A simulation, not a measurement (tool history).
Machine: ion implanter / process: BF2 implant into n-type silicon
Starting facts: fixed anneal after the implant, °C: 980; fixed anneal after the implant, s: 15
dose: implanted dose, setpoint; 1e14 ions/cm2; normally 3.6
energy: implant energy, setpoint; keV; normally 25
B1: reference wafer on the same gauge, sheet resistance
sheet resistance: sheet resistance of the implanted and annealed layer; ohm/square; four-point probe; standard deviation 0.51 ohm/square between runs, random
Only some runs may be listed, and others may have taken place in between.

Run 1, hour 0: usual settings but energy 21.5 keV; B1 272.09. Result: sheet resistance 351.31 ohm/square.
Run 2, hour 31.6: usual settings but energy 21.5 keV; B1 271.81. Result: sheet resistance 351.47 ohm/square.
Run 3, hour 57.6: usual settings but dose 4.15 1e14 ions/cm2; B1 272.05. Result: sheet resistance 309.64 ohm/square.
Run 4, hour 90.7: usual settings but energy 29 keV; B1 271.96. Result: sheet resistance 337.52 ohm/square.
Run 5, hour 107.7: usual settings; B1 271.9. Result: sheet resistance 344.25 ohm/square.
At hour 191.2: Faraday cup replaced and dose calibrated.
At hour 199.6: extraction supply calibrated.
Run 6, hour 200.1: usual settings; B1 272.05. Result: sheet resistance 339 ohm/square.
Run 7, hour 202.2: usual settings; B1 271.97. Result: sheet resistance 340.32 ohm/square.
At hour 203: gauge calibrated.
Run 8, hour 227.4: usual settings; B1 272.06. Result: sheet resistance 340.41 ohm/square.
Run 9, hour 250.9: usual settings but dose 3.1 1e14 ions/cm2, energy 20 keV; B1 272.16. Result: sheet resistance 392.54 ohm/square.
Run 10, hour 284.6: usual settings; B1 272.13. Result: sheet resistance 342.11 ohm/square.
Run 11, hour 319.7: usual settings but dose 3 1e14 ions/cm2; B1 272.09. Result: sheet resistance 395.46 ohm/square.
Run 12, hour 333.2: usual settings but dose 2.84 1e14 ions/cm2, energy 22 keV; B1 272.01. Result: sheet resistance 417.99 ohm/square.
Run 13, hour 358.8: usual settings but dose 3.13 1e14 ions/cm2; B1 271.97. Result: sheet resistance 382.19 ohm/square.
Run 14, hour 371.1: usual settings but dose 4.38 1e14 ions/cm2; B1 272.09. Result: sheet resistance 296.41 ohm/square.
Run 15, hour 386.6: usual settings but dose 4.37 1e14 ions/cm2, energy 20 keV; B1 271.99. Result: sheet resistance 312.15 ohm/square.
Run 16, hour 421.3: usual settings but dose 3.06 1e14 ions/cm2, energy 28.5 keV; B1 271.9. Result: sheet resistance 387.25 ohm/square.

Predict each of these 5 candidate next runs independently; none follows another, all start after run 16:
Run A, hour 421.7: usual settings but energy 28.5 keV; B1 ?. Result: sheet resistance ?.
Run B, hour 421.7: usual settings but dose 3.08 1e14 ions/cm2, energy 19 keV; B1 ?. Result: sheet resistance ?.
Run C, hour 421.7: usual settings but dose 3.22 1e14 ions/cm2, energy 19.5 keV; B1 ?. Result: sheet resistance ?.
Run D, hour 421.7: usual settings but dose 3.2 1e14 ions/cm2, energy 18.5 keV; B1 ?. Result: sheet resistance ?.
Run E, hour 421.7: usual settings but dose 4.01 1e14 ions/cm2; B1 ?. Result: sheet resistance ?.

run      B1  sheet resistance
  A  271.97            338.64
  B  271.97             399.9
  C  271.97            385.64
  D  271.97            390.48
  E  271.97            316.53
Take away the tool's hidden state, keep each run's random variation, and the runs would have read:
run  sheet resistance
  A             335.1
  B            396.17
  C             382.1
  D            386.96
  E            313.57
